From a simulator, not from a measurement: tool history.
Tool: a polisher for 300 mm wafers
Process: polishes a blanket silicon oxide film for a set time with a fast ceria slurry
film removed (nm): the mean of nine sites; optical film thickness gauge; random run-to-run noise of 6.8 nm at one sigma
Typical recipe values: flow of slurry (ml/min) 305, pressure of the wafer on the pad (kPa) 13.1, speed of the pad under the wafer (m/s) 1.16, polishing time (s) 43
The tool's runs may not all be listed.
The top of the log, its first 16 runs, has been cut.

| run | hour | flow of slurry (ml/min) | pressure of the wafer on the pad (kPa) | speed of the pad under the wafer (m/s) | polishing time (s) | wafers since the last listed run | wafers polished on this pad | hours since the slurry nozzle was cleaned | hours since the head pressure was calibrated | incoming thickness of the incoming film, nm | film removed (nm) |
|---|---|---|---|---|---|---|---|---|---|---|---|
|  | 1278.6 | head pressure recalibrated, repeated, since the last time left the tool worse |
|  | 1330.7 | worn pad replaced by a new one |
| 17 | 1337.8 | 305 | 13.1 | 1.16 | 43 | 1628 | 118 | 308.5 | 59.2 | 3413.8 | 597.7 |
| 18 | 1385.8 | 245 | 14.5 | 1.16 | 51 | 796 | 915 | 356.5 | 107.2 | 3429.6 | 766.5 |
| 19 | 1454.4 | 350 | 13.1 | 1.16 | 43 | 1138 | 2053 | 425.1 | 175.8 | 3425.5 | 601.0 |
| 20 | 1509.8 | 305 | 13.1 | 1.16 | 36 | 919 | 2973 | 480.5 | 231.2 | 3506.9 | 512.8 |
| 21 | 1556.9 | 305 | 13.1 | 1.16 | 43 | 781 | 3755 | 527.6 | 278.3 | 3390.0 | 600.1 |
| 22 | 1615.3 | 305 | 13.1 | 0.86 | 43 | 969 | 4724 | 586.0 | 336.7 | 3421.5 | 465.6 |
| 23 | 1651.6 | 305 | 13.1 | 0.86 | 43 | 602 | 5327 | 622.3 | 373.0 | 3511.4 | 457.6 |
| 24 | 1693.0 | 260 | 13.1 | 1.16 | 53 | 687 | 6014 | 663.7 | 414.4 | 3422.5 | 747.3 |
|  | 1740.0 | slurry nozzle cleaned |
| 25 | 1783.0 | 305 | 13.1 | 1.16 | 51 | 1477 | 7491 | 43.0 | 504.4 | 3409.4 | 743.7 |
| 26 | 1833.5 | 305 | 13.1 | 1.16 | 43 | 838 | 8329 | 93.5 | 554.9 | 3403.8 | 636.4 |
| 27 | 1908.6 | 305 | 13.1 | 1.16 | 43 | 1246 | 9576 | 168.6 | 630.0 | 3406.3 | 653.5 |
|  | 1938.8 | worn pad replaced by a new one |
|  | 1979.1 | head pressure recalibrated |
| 28 | 2002.4 | 305 | 13.1 | 1.16 | 43 | 1457 | 1022 | 262.4 | 23.3 | 3374.7 | 597.7 |
| 29 | 2077.9 | 305 | 11.7 | 1.28 | 43 | 1253 | 2275 | 337.9 | 98.8 | 3422.3 | 596.0 |
| 30 | 2152.3 | 255 | 17.2 | 0.90 | 38 | 1234 | 3510 | 412.3 | 173.2 | 3473.7 | 545.1 |
| 31 | 2194.5 | 305 | 13.1 | 1.16 | 43 | 700 | 4211 | 454.5 | 215.4 | 3429.1 | 613.6 |
| 32 | 2282.5 | 305 | 13.1 | 0.90 | 43 | 1460 | 5671 | 542.5 | 303.4 | 3393.7 | 487.7 |
| 33 | 2353.4 | 305 | 13.1 | 1.16 | 43 | 1176 | 6848 | 613.4 | 374.3 | 3434.1 | 614.8 |
| 34 | 2436.5 | 305 | 13.1 | 1.16 | 43 | 1379 | 8227 | 696.5 | 457.4 | 3427.7 | 634.4 |
|  | 2466.4 | slurry nozzle cleaned |
|  | 2496.4 | worn pad replaced by a new one |
| 35 | 2538.3 | 215 | 11.7 | 1.54 | 49 | 1606 | 696 | 71.9 | 559.2 | 3401.4 | 843.9 |
|  | 2618.2 | head pressure recalibrated |
| 36 | 2731.2 | 305 | 15.9 | 1.44 | 39 | 3168 | 3864 | 264.8 | 113.0 | 3384.4 | 819.8 |

4 ways to go on from here, each from the tool as it stands after run 36. What would each give?
| A | 2731.6 | 305 | 13.1 | 1.16 | 43 | 6 | 3871 | 265.2 | 113.4 | 3438.2 | ? |
| B | 2731.6 | 305 | 11.0 | 0.88 | 43 | 6 | 3871 | 265.2 | 113.4 | 3438.2 | ? |
| C | 2731.6 | 235 | 9.0 | 1.54 | 28 | 6 | 3871 | 265.2 | 113.4 | 3438.2 | ? |
| D | 2731.6 | 305 | 13.1 | 0.92 | 43 | 6 | 3871 | 265.2 | 113.4 | 3438.2 | ? |

| run | film removed (nm) |
|---|---|
| A | 592.6 |
| B | 382.0 |
| C | 339.0 |
| D | 473.5 |
Take away the tool's hidden state, keep each run's random variation, and the runs would have read:
| run | film removed (nm) |
|---|---|
| A | 587.1 |
| B | 378.4 |
| C | 335.9 |
| D | 469.1 |

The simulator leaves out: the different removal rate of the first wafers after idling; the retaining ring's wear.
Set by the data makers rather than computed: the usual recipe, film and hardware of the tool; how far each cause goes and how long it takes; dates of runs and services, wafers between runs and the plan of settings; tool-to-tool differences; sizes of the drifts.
